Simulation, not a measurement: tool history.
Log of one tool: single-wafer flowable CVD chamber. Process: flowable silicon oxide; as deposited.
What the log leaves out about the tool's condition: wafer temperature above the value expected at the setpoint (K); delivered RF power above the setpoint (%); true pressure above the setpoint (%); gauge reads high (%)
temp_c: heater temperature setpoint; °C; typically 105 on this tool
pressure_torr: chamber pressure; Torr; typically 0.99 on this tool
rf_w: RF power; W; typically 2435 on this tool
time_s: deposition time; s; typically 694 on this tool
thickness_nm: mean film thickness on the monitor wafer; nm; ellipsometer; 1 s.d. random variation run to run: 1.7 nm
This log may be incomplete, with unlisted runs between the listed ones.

run   hour  temp_c  pressure_torr  rf_w  time_s  wafers since the last listed run  hours since the last thermocouple change  hours since the last RF generator calibration  hours since the last manometer calibration  hours since the showerhead was replaced  hours since the gauge calibration  read-back reference wafer on the same gauge, thickness_nm  thickness_nm
  1      0     105           0.99  2435     694                                 0                                      41.1                                          789.6                                      2221.1                                   4419.1                              377.1                                                    459.421        505.15
  2   33.1     105           0.99  2435     694                                73                                      74.2                                          822.7                                      2254.2                                   4452.2                              410.2                                                    459.671       505.096
      46.9  -- showerhead replaced
  3   61.8     105           0.99  2435     694                                45                                     102.9                                          851.4                                      2282.9                                     14.9                              438.9                                                     459.99       506.239
  4   82.5     105          1.099  2435     694                                45                                     123.6                                          872.1                                      2303.6                                     35.6                              459.6                                                     460.31       559.925
  5  115.5     105          1.099  2435     694                                73                                     156.6                                          905.1                                      2336.6                                     68.6                              492.6                                                    460.949        557.25
  6  137.7     105          1.189  2435     589                                49                                     178.8                                          927.3                                      2358.8                                     90.8                              514.8                                                    460.995       513.164
  7  231.4     105           0.99  2435     694                               207                                     272.5                                           1021                                      2452.5                                    184.5                              608.5                                                    461.763        506.85
     273.5  -- RF generator calibrated
  8    274     105           0.99  2435     694                                76                                     315.1                                            0.5                                      2495.1                                    227.1                              651.1                                                    462.377       506.167
  9  301.7     116           0.99  2435     584                                61                                     342.8                                           28.2                                      2522.8                                    254.8                              678.8                                                    462.354       311.489
 10  323.7     105           0.99  2435     694                                48                                     364.8                                           50.2                                      2544.8                                    276.8                              700.8                                                    462.518       507.435
 11  342.4     101          1.106  2435     694                                41                                     383.5                                           68.9                                      2563.5                                    295.5                              719.5                                                    462.872       634.838
 12  355.8     105           0.99  2435     694                                29                                     396.9                                           82.3                                      2576.9                                    308.9                              732.9                                                    462.712        510.71
     381.4  -- capacitance manometer re-zeroed and calibrated
 13    390     105           0.99  2790     747                                58                                     431.1                                          116.5                                         8.6                                    343.1                              767.1                                                    463.059       555.869
 14  409.3     113           0.99  2655     556                                42                                     450.4                                          135.8                                        27.9                                    362.4                              786.4                                                    462.999       328.286
 15  439.1     105           0.99  2435     694                                66                                     480.2                                          165.6                                        57.7                                    392.2                              816.2                                                    463.304       509.796
 16  468.9     105           0.99  2435     642                                66                                       510                                          195.4                                        87.5                                      422                                846                                                    463.537       471.605
 17  492.1     111           0.99  2830     694                                51                                     533.2                                          218.6                                       110.7                                    445.2                              869.2                                                    463.352       434.963
     517.9  -- gauge calibrated
 18  524.1     105          1.199  2810     694                                70                                     565.2                                          250.6                                       142.7                                    477.2                                6.2                                                    445.482       599.731
 19  549.6     105           0.99  2435     694                                56                                     590.7                                          276.1                                       168.2                                    502.7                               31.7                                                     446.71       488.987
 20  571.3     105           0.99  2435     694                                48                                     612.4                                          297.8                                       189.9                                    524.4                               53.4                                                    447.509       489.402
 21  597.7     114           0.99  2260     694                                58                                     638.8                                          324.2                                       216.3                                    550.8                               79.8                                                    448.618       377.894
 22  626.7     113          1.157  2435     694                                64                                     667.8                                          353.2                                       245.3                                    579.8                              108.8                                                    449.355       453.328
 23    648     105           0.99  2435     694                                47                                     689.1                                          374.5                                       266.6                                    601.1                              130.1                                                    450.494       494.601
 24    678     105           0.99  2435     634                                66                                     719.1                                          404.5                                       296.6                                    631.1                              160.1                                                     450.94       455.104
 25  695.5     105           0.99  2435     694                                38                                     736.6                                            422                                       314.1                                    648.6                              177.6                                                    451.806       496.438
 26  779.7     105           0.99  2000     616                               186                                     820.8                                          506.2                                       398.3                                    732.8                              261.8                                                    453.725       428.631
 27  795.6     105           0.99  2090     746                                35                                     836.7                                          522.1                                       414.2                                    748.7                              277.7                                                    453.769       522.801
 28  825.9     105           0.99  2435     694                                67                                       867                                          552.4                                       444.5                                      779                                308                                                    455.035       501.058
 29    841     111           0.99  2260     594                                33                                     882.1                                          567.5                                       459.6                                    794.1                              323.1                                                    454.945       354.389

Branching from run 29: 3 alternative next runs. What would each branch give?
  A  841.6     114           0.99  2435     694                                 1                                     882.7                                          568.1                                       460.2                                    794.7                              323.7                                                          ?             ?
  B  841.6     116           0.99  2750     790                                 1                                     882.7                                          568.1                                       460.2                                    794.7                              323.7                                                          ?             ?
  C  841.6     105          1.144  2435     655                                 1                                     882.7                                          568.1                                       460.2                                    794.7                              323.7                                                          ?             ?

run  read-back reference wafer on the same gauge, thickness_nm  thickness_nm
  A                                                    455.125       387.535
  B                                                    455.125       423.861
  C                                                    455.125       542.974
With no hidden state in the tool, these same runs would have given:
run  thickness_nm
  A       380.591
  B       416.265
  C       533.244

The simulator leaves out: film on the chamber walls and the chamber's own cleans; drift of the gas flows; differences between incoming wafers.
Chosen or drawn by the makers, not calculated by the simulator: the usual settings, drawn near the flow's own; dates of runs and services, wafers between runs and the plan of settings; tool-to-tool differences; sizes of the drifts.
